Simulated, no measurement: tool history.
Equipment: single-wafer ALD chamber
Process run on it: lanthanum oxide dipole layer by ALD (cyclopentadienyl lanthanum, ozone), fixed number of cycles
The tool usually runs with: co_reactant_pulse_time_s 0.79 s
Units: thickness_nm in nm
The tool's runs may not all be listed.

| run | hour | co_reactant_pulse_time_s | wafers since the last listed run | hours since the last thermocouple change | hours since the last ozone generator service | hours since the showerhead was replaced | hours since the gauge calibration | read-back reference wafer on the same gauge, thickness_nm | thickness_nm |
|---|---|---|---|---|---|---|---|---|---|
| 1 | 0 | 0.56 | 0 | 707.5 | 235.8 | 5360 | 41.4 | 0.468 | 0.371 |
| 2 | 18.5 | 0.56 | 364 | 726 | 254.3 | 5378.5 | 59.9 | 0.468 | 0.369 |
| 3 | 39.8 | 0.56 | 419 | 747.3 | 275.6 | 5399.8 | 81.2 | 0.468 | 0.37 |
| 4 | 61.4 | 0.79 | 425 | 768.9 | 297.2 | 5421.4 | 102.8 | 0.468 | 0.44 |
| 5 | 89.1 | 0.79 | 545 | 796.6 | 324.9 | 5449.1 | 130.5 | 0.468 | 0.438 |
| 6 | 110.5 | 0.79 | 421 | 818 | 346.3 | 5470.5 | 151.9 | 0.468 | 0.439 |
| 7 | 133.2 | 0.79 | 447 | 840.7 | 369 | 5493.2 | 174.6 | 0.468 | 0.437 |
| 8 | 150.6 | 0.92 | 342 | 858.1 | 386.4 | 5510.6 | 192 | 0.468 | 0.464 |
| 9 | 185.2 | 0.92 | 681 | 892.7 | 421 | 5545.2 | 226.6 | 0.468 | 0.465 |
|  | 208.8 | showerhead replaced, of another model than before |
| 10 | 211.1 | 0.92 | 352 | 918.6 | 446.9 | 2.3 | 252.5 | 0.468 | 0.478 |
| 11 | 224 | 0.79 | 254 | 931.5 | 459.8 | 15.2 | 265.4 | 0.468 | 0.433 |
| 12 | 248.3 | 0.79 | 478 | 955.8 | 484.1 | 39.5 | 289.7 | 0.468 | 0.434 |
| 13 | 261.3 | 0.79 | 256 | 968.8 | 497.1 | 52.5 | 302.7 | 0.468 | 0.432 |
| 14 | 295.1 | 0.72 | 665 | 1002.6 | 530.9 | 86.3 | 336.5 | 0.468 | 0.396 |
| 15 | 307.5 | 0.79 | 244 | 1015 | 543.3 | 98.7 | 348.9 | 0.468 | 0.432 |
|  | 364.3 | thermocouple changed; heater temperature recalibrated |
| 16 | 405.6 | 0.79 | 1775 | 41.3 | 641.4 | 196.8 | 447 | 0.468 | 0.429 |
| 17 | 430.1 | 0.93 | 482 | 65.8 | 665.9 | 221.3 | 471.5 | 0.468 | 0.477 |
| 18 | 531.9 | 0.61 | 2005 | 167.6 | 767.7 | 323.1 | 573.3 | 0.468 | 0.32 |
| 19 | 544.3 | 0.79 | 244 | 180 | 780.1 | 335.5 | 585.7 | 0.468 | 0.425 |
|  | 553.4 | gauge calibrated |
| 20 | 559.6 | 0.79 | 301 | 195.3 | 795.4 | 350.8 | 6.2 | 0.468 | 0.428 |
| 21 | 571.8 | 0.79 | 240 | 207.5 | 807.6 | 363 | 18.4 | 0.468 | 0.427 |
| 22 | 599.2 | 0.51 | 539 | 234.9 | 835 | 390.4 | 45.8 | 0.468 | 0.225 |
| 23 | 632.2 | 0.88 | 650 | 267.9 | 868 | 423.4 | 78.8 | 0.468 | 0.459 |
| 24 | 656.3 | 0.89 | 474 | 292 | 892.1 | 447.5 | 102.9 | 0.468 | 0.461 |
|  | 675.2 | ozone generator serviced |
| 25 | 682.6 | 0.6 | 360 | 318.3 | 7.4 | 473.8 | 129.2 | 0.468 | 0.328 |
| 26 | 715.6 | 1.06 | 650 | 351.3 | 40.4 | 506.8 | 162.2 | 0.468 | 0.513 |
| 27 | 797.6 | 0.79 | 1615 | 433.3 | 122.4 | 588.8 | 244.2 | 0.468 | 0.438 |
| 28 | 812.3 | 0.5 | 289 | 448 | 137.1 | 603.5 | 258.9 | 0.468 | 0.225 |
| 29 | 841.6 | 1.03 | 577 | 477.3 | 166.4 | 632.8 | 288.2 | 0.468 | 0.506 |
| 30 | 856.1 | 0.65 | 285 | 491.8 | 180.9 | 647.3 | 302.7 | 0.468 | 0.361 |
| 31 | 888.8 | 0.89 | 644 | 524.5 | 213.6 | 680 | 335.4 | 0.468 | 0.472 |
| 32 | 917.1 | 0.79 | 557 | 552.8 | 241.9 | 708.3 | 363.7 | 0.468 | 0.437 |
| 33 | 930.9 | 0.63 | 271 | 566.6 | 255.7 | 722.1 | 377.5 | 0.468 | 0.344 |

State the hidden condition of the tool at each of the runs:
wafer temperature above the value expected at the setpoint (K): 0 in every run
gauge reads high (%): 0 in every run
H1: ozone dose above that of a generator just serviced (%)
| run | H1 |
|---|---|
| 1 | -1.4 |
| 2 | -1.51 |
| 3 | -1.63 |
| 4 | -1.75 |
| 5 | -1.9 |
| 6 | -2.02 |
| 7 | -2.15 |
| 8 | -2.25 |
| 9 | -2.44 |
| 10 | -2.58 |
| 11 | -2.66 |
| 12 | -2.79 |
| 13 | -2.86 |
| 14 | -3.05 |
| 15 | -3.12 |
| 16 | -3.67 |
| 17 | -3.81 |
| 18 | -4.37 |
| 19 | -4.44 |
| 20 | -4.53 |
| 21 | -4.6 |
| 22 | -4.75 |
| 23 | -4.93 |
| 24 | -5.07 |
| 25 | -0.667 |
| 26 | -0.851 |
| 27 | -1.31 |
| 28 | -1.39 |
| 29 | -1.56 |
| 30 | -1.64 |
| 31 | -1.82 |
| 32 | -1.98 |
| 33 | -2.05 |
